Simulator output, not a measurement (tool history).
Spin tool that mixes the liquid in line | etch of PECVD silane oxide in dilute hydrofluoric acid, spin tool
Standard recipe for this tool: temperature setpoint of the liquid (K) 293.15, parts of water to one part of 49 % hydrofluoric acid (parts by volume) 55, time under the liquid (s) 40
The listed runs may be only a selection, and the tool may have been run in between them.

run   hour  temperature setpoint of the liquid (K)  parts of water to one part of 49 % hydrofluoric acid (parts by volume)  time under the liquid (s)  wafers since the last listed run  hours since the thermometer was replaced  hours since the hydrofluoric acid flow meter was replaced  hours since the gauge calibration  read-back film thickness of the PECVD silane oxide reference wafer, read on the same gauge (nm)  thickness taken off the PECVD silane oxide on a monitor wafer (Å)
  1      0                                  297.15                                                                      55                         40                                 0                                    1078.9                                                     2376.3                              163.2                                                                                            79.99                                                              178.2
  2   16.3                                  293.15                                                                      55                         40                               295                                    1095.2                                                     2392.6                              179.5                                                                                            80.02                                                              150.6
  3   32.5                                  293.15                                                                      55                         40                               293                                    1111.4                                                     2408.8                              195.7                                                                                            80.03                                                              149.2
  4   73.6                                  293.15                                                                      55                         40                               745                                    1152.5                                                     2449.9                              236.8                                                                                            79.96                                                              150.6
  5   81.4                                  293.15                                                                      55                         40                               141                                    1160.3                                                     2457.7                              244.6                                                                                               80                                                                149
  6   90.9                                  293.15                                                                      55                         40                               172                                    1169.8                                                     2467.2                              254.1                                                                                               80                                                              149.7
  7   97.1                                  293.15                                                                      55                         40                               112                                      1176                                                     2473.4                              260.3                                                                                            79.98                                                              148.8
  8  113.1                                  290.15                                                                      35                         20                               290                                      1192                                                     2489.4                              276.3                                                                                               80                                                                103
  9  128.4                                  293.15                                                                      55                         40                               277                                    1207.3                                                     2504.7                              291.6                                                                                            79.96                                                              149.5
     133.1  -- hydrofluoric acid flow meter replaced
 10  141.1                                  291.65                                                                      40                         50                               212                                      1220                                                          8                              304.3                                                                                            79.99                                                              240.1
 11  147.9                                  293.15                                                                      55                         40                               123                                    1226.8                                                       14.8                              311.1                                                                                            79.99                                                              147.9
 12  154.2                                  296.65                                                                      30                         40                               114                                    1233.1                                                       21.1                              317.4                                                                                            80.01                                                              326.3
 13  166.5                                  293.15                                                                      45                         40                               223                                    1245.4                                                       33.4                              329.7                                                                                            79.98                                                              185.5
 14    178                                  296.15                                                                      80                         50                               208                                    1256.9                                                       44.9                              341.2                                                                                            79.98                                                              139.5
 15  194.8                                  296.65                                                                      40                         30                               304                                    1273.7                                                       61.7                                358                                                                                            79.99                                                              181.2
     201.5  -- gauge calibrated
 16  221.1                                  293.15                                                                      55                         40                               477                                      1300                                                         88                               19.6                                                                                            80.01                                                              146.3
 17  253.2                                  296.65                                                                      35                         25                               582                                    1332.1                                                      120.1                               51.7                                                                                            80.04                                                              174.7
 18  270.2                                  290.15                                                                      55                         40                               308                                    1349.1                                                      137.1                               68.7                                                                                            80.01                                                              128.8
 19  281.1                                  295.15                                                                      55                         40                               197                                      1360                                                        148                               79.6                                                                                            80.02                                                                159
 20  293.3                                  290.15                                                                      55                         65                               221                                    1372.2                                                      160.2                               91.8                                                                                            79.99                                                              207.3
 21  310.3                                  293.15                                                                      55                         40                               308                                    1389.2                                                      177.2                              108.8                                                                                            80.04                                                              146.1
       313  -- thermometer replaced
 22  316.7                                  293.15                                                                      55                         30                                97                                       3.7                                                      183.6                              115.2                                                                                               80                                                              121.3
 23  330.5                                  293.15                                                                      80                         25                               250                                      17.5                                                      197.4                                129                                                                                            79.99                                                               68.7
 24  343.8                                  293.15                                                                      55                         40                               241                                      30.8                                                      210.7                              142.3                                                                                            80.03                                                                163
 25  353.6                                  293.15                                                                      55                         50                               177                                      40.6                                                      220.5                              152.1                                                                                            80.01                                                              209.5
 26  359.8                                  298.15                                                                      55                         40                               112                                      46.8                                                      226.7                              158.3                                                                                            80.04                                                              204.1
 27  375.7                                  293.15                                                                      55                         25                               288                                      62.7                                                      242.6                              174.2                                                                                            80.04                                                              102.9
 28  391.5                                  295.15                                                                      65                         55                               286                                      78.5                                                      258.4                                190                                                                                            80.03                                                              202.1
 29  400.1                                  293.15                                                                      55                         40                               156                                      87.1                                                        267                              198.6                                                                                               80                                                              162.9
 30  414.8                                  293.15                                                                      55                         40                               266                                     101.8                                                      281.7                              213.3                                                                                            80.02                                                              163.9
 31  430.3                                  297.65                                                                      30                         25                               281                                     117.3                                                      297.2                              228.8                                                                                            79.98                                                              232.1
 32  444.7                                  293.15                                                                      40                         40                               261                                     131.7                                                      311.6                              243.2                                                                                               80                                                              225.9

Measured minus without-hidden-state, run by run (identical run-to-run variation in each term; gauge scatter may differ):
The tool's hidden condition here consists of: liquid colder than its thermometer reads (K); hydrofluoric acid flow above the setpoint (%); gauge reads high (%).
run  thickness taken off the PECVD silane oxide on a monitor wafer (Å)
  1                                                              -17.6
  2                                                              -15.5
  3                                                              -15.6
  4                                                              -16.4
  5                                                              -16.3
  6                                                              -16.5
  7                                                              -16.5
  8                                                                -12
  9                                                              -17.1
 10                                                              -28.5
 11                                                              -17.2
 12                                                              -37.8
 13                                                                -22
 14                                                              -15.9
 15                                                              -21.5
 16                                                                -18
 17                                                              -21.8
 18                                                                -17
 19                                                              -20.3
 20                                                              -27.9
 21                                                              -19.4
 22                                                               -0.8
 23                                                               -0.5
 24                                                               -1.5
 25                                                               -2.1
 26                                                               -2.1
 27                                                               -1.2
 28                                                               -2.6
 29                                                               -2.3
 30                                                               -2.5
 31                                                               -3.8
 32                                                               -4.1
